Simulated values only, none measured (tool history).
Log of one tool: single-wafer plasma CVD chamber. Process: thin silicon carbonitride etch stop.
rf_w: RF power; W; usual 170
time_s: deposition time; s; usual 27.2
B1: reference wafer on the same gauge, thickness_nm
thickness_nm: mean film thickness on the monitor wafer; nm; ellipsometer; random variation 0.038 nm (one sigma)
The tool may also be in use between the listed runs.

Run 1, hour 0.0: usual settings; B1 13.701. Result: thickness_nm 13.516 nm.
Run 2, hour 40.0: usual settings; B1 13.710. Result: thickness_nm 13.471 nm.
Run 3, hour 68.0: usual settings but rf_w 160 W; B1 13.687. Result: thickness_nm 13.086 nm.
Run 4, hour 128.6: usual settings but rf_w 160 W; B1 13.696. Result: thickness_nm 13.147 nm.
Run 5, hour 155.3: usual settings but rf_w 160 W; B1 13.707. Result: thickness_nm 13.153 nm.
Run 6, hour 221.7: usual settings; B1 13.711. Result: thickness_nm 13.464 nm.
Run 7, hour 252.1: usual settings; B1 13.710. Result: thickness_nm 13.510 nm.
Run 8, hour 301.4: usual settings but rf_w 155 W, time_s 29.7 s; B1 13.713. Result: thickness_nm 14.086 nm.
Run 9, hour 367.0: usual settings but time_s 26.0 s; B1 13.714. Result: thickness_nm 12.830 nm.
At hour 382.8: showerhead replaced.
Run 10, hour 428.5: usual settings but time_s 26.0 s; B1 13.701. Result: thickness_nm 12.848 nm.
Run 11, hour 458.7: usual settings but rf_w 180 W, time_s 29.1 s; B1 13.700. Result: thickness_nm 14.687 nm.
Run 12, hour 491.2: usual settings but rf_w 145 W, time_s 22.8 s; B1 13.696. Result: thickness_nm 10.552 nm.
At hour 512.4: gauge calibrated.
At hour 520.5: thermocouple changed; heater temperature recalibrated.
Run 13, hour 529.0: usual settings but rf_w 145 W, time_s 29.5 s; B1 13.695. Result: thickness_nm 13.589 nm.
Run 14, hour 563.3: usual settings; B1 13.703. Result: thickness_nm 13.419 nm.
At hour 606.9: RF generator calibrated.
Run 15, hour 614.5: usual settings but rf_w 140 W, time_s 22.0 s; B1 13.703. Result: thickness_nm 9.747 nm.
Run 16, hour 650.2: usual settings but rf_w 155 W, time_s 31.7 s; B1 13.696. Result: thickness_nm 14.699 nm.
Run 17, hour 693.7: usual settings but rf_w 145 W, time_s 30.5 s; B1 13.694. Result: thickness_nm 13.727 nm.
At hour 755.5: RF generator calibrated, repeated, since the last time left the tool worse.
Run 18, hour 763.0: usual settings; B1 13.711. Result: thickness_nm 13.680 nm.
Run 19, hour 828.3: usual settings but rf_w 180 W, time_s 31.7 s; B1 13.701. Result: thickness_nm 16.297 nm.
Run 20, hour 875.3: usual settings but rf_w 160 W; B1 13.693. Result: thickness_nm 13.328 nm.

3 ways to go on from here, each from the tool as it stands after run 20. What would each give?
Run A, hour 875.7: usual settings; B1 ?. Result: thickness_nm ?.
Run B, hour 875.7: usual settings but time_s 24.1 s; B1 ?. Result: thickness_nm ?.
Run C, hour 875.7: usual settings but rf_w 140 W, time_s 23.3 s; B1 ?. Result: thickness_nm ?.

run      B1  thickness_nm
  A  13.688        13.685
  B  13.688        12.125
  C  13.688        10.764
Without the tool's hidden state the same runs would have given:
run  thickness_nm
  A        13.733
  B        12.168
  C        10.802

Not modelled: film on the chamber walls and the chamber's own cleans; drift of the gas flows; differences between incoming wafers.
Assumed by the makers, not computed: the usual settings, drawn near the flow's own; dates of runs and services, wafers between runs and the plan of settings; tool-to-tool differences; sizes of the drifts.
